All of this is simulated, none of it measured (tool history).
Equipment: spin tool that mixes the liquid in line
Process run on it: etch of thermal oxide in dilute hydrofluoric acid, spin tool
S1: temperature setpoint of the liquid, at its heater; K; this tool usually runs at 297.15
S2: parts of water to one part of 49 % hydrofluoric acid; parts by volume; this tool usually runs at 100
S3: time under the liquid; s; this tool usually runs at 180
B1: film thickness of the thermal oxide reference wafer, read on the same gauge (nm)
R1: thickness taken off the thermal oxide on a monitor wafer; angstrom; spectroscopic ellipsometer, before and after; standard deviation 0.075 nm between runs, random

run 1 day=0.000 | S1=297.15 S2=100 S3=180 | B1=150.02 | R1=99.1
run 2 day=1.225 | S1=297.15 S2=125 S3=180 | B1=149.98 | R1=77.0
run 3 day=2.329 | S1=297.15 S2=100 S3=180 | B1=149.99 | R1=98.8
run 4 day=3.921 | S1=297.15 S2=100 S3=180 | B1=149.98 | R1=100.0
run 5 day=6.242 | S1=297.15 S2=100 S3=180 | B1=150.00 | R1=100.0
run 6 day=14.200 | S1=297.15 S2=100 S3=180 | B1=149.98 | R1=98.8
run 7 day=18.575 | S1=297.15 S2=100 S3=180 | B1=150.00 | R1=99.7
run 8 day=19.904 | S1=297.15 S2=100 S3=180 | B1=150.01 | R1=100.7
run 9 day=22.446 | S1=297.15 S2=100 S3=180 | B1=150.02 | R1=100.3
run 10 day=24.867 | S1=295.15 S2=100 S3=180 | B1=150.00 | R1=92.8
run 11 day=26.408 | S1=295.15 S2=100 S3=180 | B1=149.98 | R1=94.0
run 12 day=28.042 | S1=295.15 S2=100 S3=180 | B1=149.99 | R1=93.7
run 13 day=30.021 | S1=297.15 S2=100 S3=180 | B1=149.99 | R1=102.2
run 14 day=32.762 | S1=293.65 S2=100 S3=280 | B1=149.98 | R1=137.7
run 15 day=34.325 | S1=297.15 S2=100 S3=180 | B1=150.02 | R1=102.7
run 16 day=35.683 | S1=297.15 S2=100 S3=180 | B1=150.00 | R1=103.8
run 17 day=36.788 | S1=297.15 S2=100 S3=180 | B1=149.99 | R1=103.5
run 18 day=39.150 | S1=301.65 S2=100 S3=180 | B1=150.00 | R1=122.0
run 19 day=40.446 | S1=297.15 S2=135 S3=180 | B1=149.96 | R1=72.0
run 20 day=42.238 | S1=298.65 S2=100 S3=285 | B1=149.98 | R1=171.9
run 21 day=44.758 | S1=295.65 S2=115 S3=180 | B1=149.99 | R1=76.5
run 22 day=47.188 | S1=297.15 S2=65 S3=210 | B1=150.01 | R1=177.1
run 23 day=49.604 | S1=302.15 S2=100 S3=110 | B1=150.01 | R1=69.8
run 24 day=52.512 | S1=297.15 S2=100 S3=180 | B1=150.01 | R1=95.5
run 25 day=53.712 | S1=297.15 S2=125 S3=270 | B1=150.03 | R1=112.0
run 26 day=55.067 | S1=301.15 S2=100 S3=270 | B1=149.98 | R1=169.8
run 27 day=57.771 | S1=295.15 S2=100 S3=180 | B1=150.00 | R1=88.8

Not shown: 4 entries that the log had between the listed runs. Between which runs, and how does the tool's hidden state differ before and after?
Logged between run 5 and run 6: gauge calibrated (day 9.246)
  hydrofluoric acid flow above the setpoint (%): 5.76 -> 6.54
  measured value less the no-hidden-state value, R1: +6.1 -> +6.8 angstrom
Logged between run 20 and run 21: hydrofluoric acid flow meter replaced (day 42.292); gauge calibrated (day 43.304)
  hydrofluoric acid flow above the setpoint (%): 9.28 -> 1.39
  measured value less the no-hidden-state value, R1: +16.4 -> +1.2 angstrom
Logged between run 21 and run 22: thermometer replaced (day 45.125)
  hydrofluoric acid flow above the setpoint (%): 1.39 -> 1.63
  measured value less the no-hidden-state value, R1: +1.2 -> +3.1 angstrom
